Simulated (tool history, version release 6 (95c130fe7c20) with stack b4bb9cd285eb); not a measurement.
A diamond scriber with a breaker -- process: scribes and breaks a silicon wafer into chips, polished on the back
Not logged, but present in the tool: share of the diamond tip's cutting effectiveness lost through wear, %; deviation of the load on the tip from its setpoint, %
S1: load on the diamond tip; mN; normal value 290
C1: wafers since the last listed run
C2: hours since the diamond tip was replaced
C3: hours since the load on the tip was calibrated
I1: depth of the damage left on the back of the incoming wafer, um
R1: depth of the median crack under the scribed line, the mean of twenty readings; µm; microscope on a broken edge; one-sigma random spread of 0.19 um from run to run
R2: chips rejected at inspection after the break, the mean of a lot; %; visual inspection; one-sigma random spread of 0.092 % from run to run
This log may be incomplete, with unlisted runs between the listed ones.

Run 1, hour 0.0: usual settings; C1 0; C2 357.2; C3 640.7; I1 0.03. Result: R1 12.42 µm, R2 2.04 %.
At hour 3.5: load on the tip recalibrated.
Run 2, hour 41.5: usual settings; C1 139; C2 398.7; C3 38.0; I1 0.04. Result: R1 11.34 µm, R2 5.52 %.
Run 3, hour 94.5: usual settings; C1 187; C2 451.7; C3 91.0; I1 0.04. Result: R1 11.19 µm, R2 5.80 %.
Run 4, hour 142.1: usual settings; C1 168; C2 499.3; C3 138.6; I1 0.02. Result: R1 11.38 µm, R2 6.11 %.
Run 5, hour 204.9: usual settings but S1 255 mN; C1 222; C2 562.1; C3 201.4; I1 0.03. Result: R1 10.23 µm, R2 13.58 %.
Run 6, hour 240.0: usual settings but S1 255 mN; C1 124; C2 597.2; C3 236.5; I1 0.05. Result: R1 10.39 µm, R2 11.77 %.
Run 7, hour 297.4: usual settings but S1 341 mN; C1 203; C2 654.6; C3 293.9; I1 0.05. Result: R1 12.73 µm, R2 1.87 %.
Run 8, hour 368.8: usual settings but S1 341 mN; C1 252; C2 726.0; C3 365.3; I1 0.01. Result: R1 12.42 µm, R2 1.68 %.
Run 9, hour 415.3: usual settings but S1 341 mN; C1 164; C2 772.5; C3 411.8; I1 0.02. Result: R1 12.61 µm, R2 1.76 %.
Run 10, hour 474.6: usual settings but S1 337 mN; C1 209; C2 831.8; C3 471.1; I1 0.03. Result: R1 12.61 µm, R2 1.68 %.
Run 11, hour 516.1: usual settings but S1 337 mN; C1 146; C2 873.3; C3 512.6; I1 0.05. Result: R1 12.76 µm, R2 1.86 %.
Run 12, hour 545.6: usual settings but S1 365 mN; C1 104; C2 902.8; C3 542.1; I1 0.02. Result: R1 13.04 µm, R2 1.95 %.
At hour 568.7: load on the tip recalibrated.
Run 13, hour 597.8: usual settings but S1 259 mN; C1 177; C2 955.0; C3 29.1; I1 0.04. Result: R1 9.86 µm, R2 14.64 %.
Run 14, hour 658.7: usual settings but S1 244 mN; C1 215; C2 1015.9; C3 90.0; I1 0.04. Result: R1 9.82 µm, R2 18.30 %.
Run 15, hour 694.7: usual settings but S1 341 mN; C1 127; C2 1051.9; C3 126.0; I1 0.03. Result: R1 12.17 µm, R2 2.75 %.
At hour 709.8: diamond tip replaced by a new one.
Run 16, hour 731.8: usual settings; C1 124; C2 22.0; C3 163.1; I1 0.04. Result: R1 13.17 µm, R2 1.71 %.
Run 17, hour 799.6: usual settings but S1 251 mN; C1 240; C2 89.8; C3 230.9; I1 0.02. Result: R1 11.46 µm, R2 4.27 %.
Run 18, hour 825.9: usual settings; C1 93; C2 116.1; C3 257.2; I1 0.02. Result: R1 13.06 µm, R2 1.77 %.

What will run 19 give?
Run 19, hour 876.7: usual settings but S1 369 mN; C1 179; C2 166.9; C3 308.0; I1 0.03. Result: R1 ?, R2 ?.

R1: 14.96 µm
R2: 5.22 %
With no hidden state in the tool, this same run would have given R1 15.44 µm, R2 7.10 %.
